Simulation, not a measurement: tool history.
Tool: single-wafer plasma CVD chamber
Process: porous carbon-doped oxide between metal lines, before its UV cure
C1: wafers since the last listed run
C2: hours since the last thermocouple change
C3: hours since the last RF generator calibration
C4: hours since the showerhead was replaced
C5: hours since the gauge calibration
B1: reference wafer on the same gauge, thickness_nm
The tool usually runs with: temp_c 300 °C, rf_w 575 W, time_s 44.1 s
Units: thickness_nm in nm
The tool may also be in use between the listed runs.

{"run": 1, "hour": 0.0, "temp_c": 300, "rf_w": 575, "time_s": 44.1, "C1": 0, "C2": 429.4, "C3": 1432.6, "C4": 3816.5, "C5": 189.1, "B1": 270.923, "thickness_nm": 267.896}
{"run": 2, "hour": 55.8, "temp_c": 300, "rf_w": 495, "time_s": 48.9, "C1": 1143, "C2": 485.2, "C3": 1488.4, "C4": 3872.3, "C5": 244.9, "B1": 271.433, "thickness_nm": 256.612}
{"run": 3, "hour": 112.0, "temp_c": 300, "rf_w": 495, "time_s": 48.9, "C1": 1151, "C2": 541.4, "C3": 1544.6, "C4": 3928.5, "C5": 301.1, "B1": 270.936, "thickness_nm": 258.721}
{"run": 4, "hour": 182.5, "temp_c": 300, "rf_w": 575, "time_s": 44.1, "C1": 1445, "C2": 611.9, "C3": 1615.1, "C4": 3999.0, "C5": 371.6, "B1": 272.064, "thickness_nm": 272.561}
{"run": 5, "hour": 213.6, "temp_c": 294, "rf_w": 575, "time_s": 44.1, "C1": 637, "C2": 643.0, "C3": 1646.2, "C4": 4030.1, "C5": 402.7, "B1": 270.399, "thickness_nm": 278.75}
{"run": 6, "hour": 247.6, "temp_c": 310, "rf_w": 575, "time_s": 44.1, "C1": 696, "C2": 677.0, "C3": 1680.2, "C4": 4064.1, "C5": 436.7, "B1": 271.166, "thickness_nm": 255.867}
{"run": 7, "hour": 296.9, "temp_c": 310, "rf_w": 575, "time_s": 44.1, "C1": 1010, "C2": 726.3, "C3": 1729.5, "C4": 4113.4, "C5": 486.0, "B1": 271.111, "thickness_nm": 256.175}
{"run": 8, "hour": 367.0, "temp_c": 310, "rf_w": 575, "time_s": 44.1, "C1": 1436, "C2": 796.4, "C3": 1799.6, "C4": 4183.5, "C5": 556.1, "B1": 270.817, "thickness_nm": 256.645}
{"run": 9, "hour": 424.2, "temp_c": 300, "rf_w": 575, "time_s": 44.1, "C1": 1172, "C2": 853.6, "C3": 1856.8, "C4": 4240.7, "C5": 613.3, "B1": 270.498, "thickness_nm": 270.426}
{"run": 10, "hour": 457.8, "temp_c": 300, "rf_w": 575, "time_s": 44.1, "C1": 688, "C2": 887.2, "C3": 1890.4, "C4": 4274.3, "C5": 646.9, "B1": 270.939, "thickness_nm": 275.62}
{"hour": 495.4, "done": "showerhead replaced, of another model than before"}
{"run": 11, "hour": 517.6, "temp_c": 300, "rf_w": 575, "time_s": 44.1, "C1": 1061, "C2": 947.0, "C3": 1950.2, "C4": 22.2, "C5": 706.7, "B1": 271.349, "thickness_nm": 273.727}
{"run": 12, "hour": 552.9, "temp_c": 300, "rf_w": 575, "time_s": 44.1, "C1": 723, "C2": 982.3, "C3": 1985.5, "C4": 57.5, "C5": 742.0, "B1": 272.064, "thickness_nm": 274.338}
{"run": 13, "hour": 582.2, "temp_c": 300, "rf_w": 575, "time_s": 44.1, "C1": 600, "C2": 1011.6, "C3": 2014.8, "C4": 86.8, "C5": 771.3, "B1": 270.737, "thickness_nm": 276.128}
{"run": 14, "hour": 631.1, "temp_c": 300, "rf_w": 575, "time_s": 44.1, "C1": 1002, "C2": 1060.5, "C3": 2063.7, "C4": 135.7, "C5": 820.2, "B1": 271.816, "thickness_nm": 274.117}
{"run": 15, "hour": 670.1, "temp_c": 287, "rf_w": 575, "time_s": 52.3, "C1": 799, "C2": 1099.5, "C3": 2102.7, "C4": 174.7, "C5": 859.2, "B1": 270.948, "thickness_nm": 353.763}
{"run": 16, "hour": 703.1, "temp_c": 300, "rf_w": 505, "time_s": 52.4, "C1": 676, "C2": 1132.5, "C3": 2135.7, "C4": 207.7, "C5": 892.2, "B1": 270.442, "thickness_nm": 300.777}
{"run": 17, "hour": 762.8, "temp_c": 305, "rf_w": 650, "time_s": 37.9, "C1": 1223, "C2": 1192.2, "C3": 2195.4, "C4": 267.4, "C5": 951.9, "B1": 270.89, "thickness_nm": 252.55}
{"run": 18, "hour": 807.4, "temp_c": 311, "rf_w": 475, "time_s": 36.8, "C1": 914, "C2": 1236.8, "C3": 2240.0, "C4": 312.0, "C5": 996.5, "B1": 271.596, "thickness_nm": 192.27}
{"hour": 927.4, "done": "thermocouple changed; heater temperature recalibrated"}
{"run": 19, "hour": 958.0, "temp_c": 300, "rf_w": 500, "time_s": 44.1, "C1": 2922, "C2": 30.6, "C3": 2390.6, "C4": 462.6, "C5": 1147.1, "B1": 270.402, "thickness_nm": 245.148}
{"hour": 980.9, "done": "RF generator calibrated"}
{"hour": 996.3, "done": "gauge calibrated"}
{"run": 20, "hour": 1019.5, "temp_c": 300, "rf_w": 575, "time_s": 44.1, "C1": 1096, "C2": 92.1, "C3": 38.6, "C4": 524.1, "C5": 23.2, "B1": 270.739, "thickness_nm": 268.812}
{"run": 21, "hour": 1074.9, "temp_c": 300, "rf_w": 575, "time_s": 44.1, "C1": 1135, "C2": 147.5, "C3": 94.0, "C4": 579.5, "C5": 78.6, "B1": 271.884, "thickness_nm": 270.382}
{"run": 22, "hour": 1144.5, "temp_c": 309, "rf_w": 575, "time_s": 44.1, "C1": 1426, "C2": 217.1, "C3": 163.6, "C4": 649.1, "C5": 148.2, "B1": 270.626, "thickness_nm": 256.302}
{"run": 23, "hour": 1199.8, "temp_c": 311, "rf_w": 660, "time_s": 44.1, "C1": 1133, "C2": 272.4, "C3": 218.9, "C4": 704.4, "C5": 203.5, "B1": 271.094, "thickness_nm": 276.622}
{"run": 24, "hour": 1225.1, "temp_c": 300, "rf_w": 465, "time_s": 35.5, "C1": 518, "C2": 297.7, "C3": 244.2, "C4": 729.7, "C5": 228.8, "B1": 271.124, "thickness_nm": 189.314}
{"run": 25, "hour": 1260.5, "temp_c": 300, "rf_w": 575, "time_s": 44.1, "C1": 725, "C2": 333.1, "C3": 279.6, "C4": 765.1, "C5": 264.2, "B1": 271.536, "thickness_nm": 269.537}
{"run": 26, "hour": 1306.0, "temp_c": 304, "rf_w": 575, "time_s": 49.0, "C1": 932, "C2": 378.6, "C3": 325.1, "C4": 810.6, "C5": 309.7, "B1": 270.814, "thickness_nm": 289.785}
{"run": 27, "hour": 1377.6, "temp_c": 307, "rf_w": 670, "time_s": 46.8, "C1": 1467, "C2": 450.2, "C3": 396.7, "C4": 882.2, "C5": 381.3, "B1": 270.939, "thickness_nm": 303.203}
{"run": 28, "hour": 1430.7, "temp_c": 311, "rf_w": 575, "time_s": 44.1, "C1": 1088, "C2": 503.3, "C3": 449.8, "C4": 935.3, "C5": 434.4, "B1": 271.481, "thickness_nm": 253.728}
{"run": 29, "hour": 1475.4, "temp_c": 305, "rf_w": 485, "time_s": 49.9, "C1": 916, "C2": 548.0, "C3": 494.5, "C4": 980.0, "C5": 479.1, "B1": 271.483, "thickness_nm": 264.964}

Run-by-run hidden state of the tool:
delivered RF power above the setpoint (%): 0 on each run
gauge reads high (%): 0 on each run
H1: wafer temperature above the value expected at the setpoint (K)
run=1 H1=-1
run=2 H1=-1.19
run=3 H1=-1.41
run=4 H1=-1.72
run=5 H1=-1.87
run=6 H1=-2.04
run=7 H1=-2.3
run=8 H1=-2.71
run=9 H1=-3.06
run=10 H1=-3.29
run=11 H1=-3.7
run=12 H1=-3.96
run=13 H1=-4.18
run=14 H1=-4.57
run=15 H1=-4.89
run=16 H1=-5.17
run=17 H1=-5.69
run=18 H1=-6.1
run=19 H1=-0.31
run=20 H1=-0.339
run=21 H1=-0.389
run=22 H1=-0.485
run=23 H1=-0.588
run=24 H1=-0.643
run=25 H1=-0.727
run=26 H1=-0.85
run=27 H1=-1.08
run=28 H1=-1.27
run=29 H1=-1.45

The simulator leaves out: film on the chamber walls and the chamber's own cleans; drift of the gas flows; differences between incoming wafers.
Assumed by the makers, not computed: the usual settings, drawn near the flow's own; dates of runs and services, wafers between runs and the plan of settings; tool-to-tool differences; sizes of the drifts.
